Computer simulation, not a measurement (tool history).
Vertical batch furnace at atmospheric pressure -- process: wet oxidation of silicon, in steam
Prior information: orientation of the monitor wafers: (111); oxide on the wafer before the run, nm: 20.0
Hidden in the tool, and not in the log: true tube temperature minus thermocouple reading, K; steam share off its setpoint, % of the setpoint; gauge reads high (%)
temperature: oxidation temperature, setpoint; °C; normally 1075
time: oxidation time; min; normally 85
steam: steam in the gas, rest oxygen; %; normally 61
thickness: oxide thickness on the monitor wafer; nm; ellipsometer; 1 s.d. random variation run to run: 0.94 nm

run,hour,temperature,time,steam,wafers since the last listed run,hours since the last temperature calibration,hours since the steam generator was serviced,hours since the gauge calibration,"read-back reference wafer on the same gauge, thickness",thickness
1,0,1075,85,68,0,4600.1,2692.5,184.4,615.33,673.87
2,32.5,1075,85,68,278,4632.6,2725,216.9,615.74,673.28
3,62,1075,85,68,253,4662.1,2754.5,246.4,615.69,671.95
4,82.1,1075,85,64,172,4682.2,2774.6,266.5,616.23,652.2
5,95.5,1075,85,64,115,4695.6,2788,279.9,616.22,651.65
# hour 121: thermocouples replaced and temperature profile calibrated
# hour 128.3: gauge calibrated
# hour 131.6: steam generator serviced
6,132.1,1075,85,61,16,11.1,0.5,3.8,608.81,627.81
7,144.7,1075,85,61,108,23.7,13.1,16.4,609.85,628.49
8,164.7,1097,101,49,171,43.7,33.1,36.4,611.04,662.72

Expected results for the next run?
9,194.9,1097,61.5,54,259,73.9,63.3,66.6,?,?

{"run 9": {"read-back reference wafer on the same gauge, thickness": 612.59, "thickness": 536.87}}
The same run, on a tool lacking any hidden state, would have yielded thickness 532.86 nm.

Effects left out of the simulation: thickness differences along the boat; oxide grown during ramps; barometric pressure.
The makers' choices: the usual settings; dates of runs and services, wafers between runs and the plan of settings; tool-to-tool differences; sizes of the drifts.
